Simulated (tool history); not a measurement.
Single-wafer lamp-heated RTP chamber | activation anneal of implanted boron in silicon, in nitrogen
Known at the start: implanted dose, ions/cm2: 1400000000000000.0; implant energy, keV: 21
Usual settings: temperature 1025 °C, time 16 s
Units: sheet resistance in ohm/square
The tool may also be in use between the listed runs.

run	hour	temperature	time	wafers since the last listed run	wafers since the last pyrometer calibration	wafers since the reflector plate was cleaned	hours since the gauge calibration	read-back reference wafer on the same gauge, sheet resistance	sheet resistance
1	0.0	1046	19	0	2792	1516	849.1	108.23	95.90
2	15.5	1025	12	151	2944	1667	864.6	108.25	98.81
3	44.2	1025	16	280	3224	1947	893.3	108.27	98.29
4	76.3	1025	16	313	3537	2261	925.4	108.27	97.94
5	109.1	1025	16	320	3857	2581	958.2	108.31	98.06
6	126.3	1018	16	167	4025	2749	975.4	108.26	98.90
7	155.1	1018	16	281	4306	3030	1004.2	108.29	99.13
8	171.0	1025	16	155	4461	3185	1020.1	108.33	97.76
9	202.8	1025	16	310	4772	3495	1051.9	108.29	98.25
10	235.8	1025	16	322	5094	3817	1084.9	108.34	97.62
# hour 262.0: gauge calibrated
11	263.7	1025	16	272	5366	4089	1.7	108.25	98.00
12	291.5	1025	16	271	5637	4361	29.5	108.28	97.57
13	316.0	1025	21	239	5876	4600	54.0	108.32	97.64
14	335.8	1025	21	193	6070	4793	73.8	108.29	97.02
15	358.5	1025	21	221	6291	5015	96.5	108.32	97.56
16	376.4	1054	21	174	6466	5189	114.4	108.27	94.56
17	403.2	1054	16	261	6727	5451	141.2	108.29	94.83
18	420.6	1006	16	169	6897	5621	158.6	108.35	101.10
# hour 441.1: pyrometer window cleaned and pyrometer calibrated
19	441.6	1025	14	126	4	5748	179.6	108.24	97.77
20	465.7	1048	22	235	239	5983	203.7	108.37	94.51
# hour 476.2: reflector plate cleaned
21	493.1	1025	16	189	429	164	231.1	108.28	96.97
22	585.2	1001	10	898	1327	1063	323.2	108.31	101.64
23	618.8	1010	12	327	1655	1391	356.8	108.21	99.23
24	635.0	1004	18	158	1813	1549	373.0	108.34	99.81
25	647.1	1025	16	118	1932	1667	385.1	108.35	97.06
# hour 702.0: pyrometer window cleaned and pyrometer calibrated, repeated, since the last time left the tool worse
26	702.5	1041	16	462	5	2130	440.5	108.22	96.84
27	713.6	1033	19	108	113	2238	451.6	108.28	97.22
28	743.6	1025	16	292	406	2531	481.6	108.24	97.80
29	763.2	1038	8	191	597	2722	501.2	108.27	97.49
30	776.7	1025	16	131	729	2854	514.7	108.35	98.53
31	804.6	1025	16	272	1001	3126	542.6	108.25	98.23
32	834.0	995	20	286	1288	3413	572.0	108.25	103.87
33	866.8	1007	24	320	1608	3733	604.8	108.27	100.19
34	900.0	995	20	324	1932	4057	638.0	108.28	103.85
35	931.6	1005	12	308	2241	4366	669.6	108.28	102.19
36	953.6	1050	25	214	2455	4580	691.6	108.28	94.72

How the hidden state differs across the entries between the runs, from the last listed run before each to the first after it:
Between runs 10 and 11: gauge calibrated (hour 262.0)
  true wafer temperature minus pyrometer reading, K: 5.78 -> 5.86
  measured less the result without the state, sheet resistance: -0.83 -> -0.85 ohm/square
Between runs 18 and 19: pyrometer window cleaned and pyrometer calibrated (hour 441.1)
  true wafer temperature minus pyrometer reading, K: 6.15 -> 11.4
  measured less the result without the state, sheet resistance: -1.59 -> -1.59 ohm/square
Between runs 20 and 21: reflector plate cleaned (hour 476.2)
  true wafer temperature minus pyrometer reading, K: 12 -> 12.6
  measured less the result without the state, sheet resistance: -0.95 -> -1.66 ohm/square
Between runs 25 and 26: pyrometer window cleaned and pyrometer calibrated, repeated, since the last time left the tool worse (hour 702.0)
  true wafer temperature minus pyrometer reading, K: 15.1 -> 0.438
  measured less the result without the state, sheet resistance: -1.93 -> -0.05 ohm/square
